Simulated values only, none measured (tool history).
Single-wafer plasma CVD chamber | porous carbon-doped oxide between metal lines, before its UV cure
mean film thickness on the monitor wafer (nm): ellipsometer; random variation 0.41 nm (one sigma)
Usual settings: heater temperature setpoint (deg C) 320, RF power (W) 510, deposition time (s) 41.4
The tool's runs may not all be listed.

| run | hour | heater temperature setpoint (deg C) | RF power (W) | deposition time (s) | read-back reference wafer on the same gauge, thickness_nm | mean film thickness on the monitor wafer (nm) |
|---|---|---|---|---|---|---|
| 1 | 0 | 314 | 455 | 41.4 | 200.183 | 184.764 |
| 2 | 82.3 | 314 | 455 | 41.4 | 200.177 | 184.574 |
| 3 | 142.7 | 320 | 440 | 36.1 | 200.357 | 151.11 |
| 4 | 211.8 | 320 | 510 | 41.4 | 200.412 | 202.57 |
| 5 | 286.7 | 320 | 510 | 41.4 | 200.396 | 203.259 |
| 6 | 340.6 | 320 | 540 | 41.4 | 200.563 | 214.26 |
|  | 439.4 | showerhead replaced |
| 7 | 439.9 | 320 | 510 | 41.4 | 200.579 | 202.742 |
|  | 471.5 | thermocouple changed; heater temperature recalibrated |
| 8 | 535 | 320 | 510 | 41.4 | 200.53 | 203.324 |
|  | 570.2 | gauge calibrated |
| 9 | 603.5 | 320 | 510 | 41.4 | 198.004 | 200.605 |
| 10 | 707.5 | 332 | 545 | 45.6 | 198.765 | 223.827 |
| 11 | 812.9 | 329 | 450 | 36.9 | 199.217 | 152.295 |
|  | 894.5 | RF generator calibrated |
| 12 | 895 | 310 | 465 | 38.1 | 199.65 | 177.808 |
| 13 | 947.3 | 320 | 455 | 34.1 | 199.766 | 148.126 |
| 14 | 1036.7 | 307 | 475 | 34.2 | 199.994 | 166.251 |
| 15 | 1131.5 | 320 | 510 | 41.4 | 200.043 | 202.637 |

The next listed run, before its measurement:
| 16 | 1223.5 | 320 | 510 | 39 | ? | ? |

{"run 16": {"read-back reference wafer on the same gauge, thickness_nm": 200.344, "mean film thickness on the monitor wafer (nm)": 191.827}}
Without the tool's hidden state the same run would have given mean film thickness on the monitor wafer (nm) 189.566.
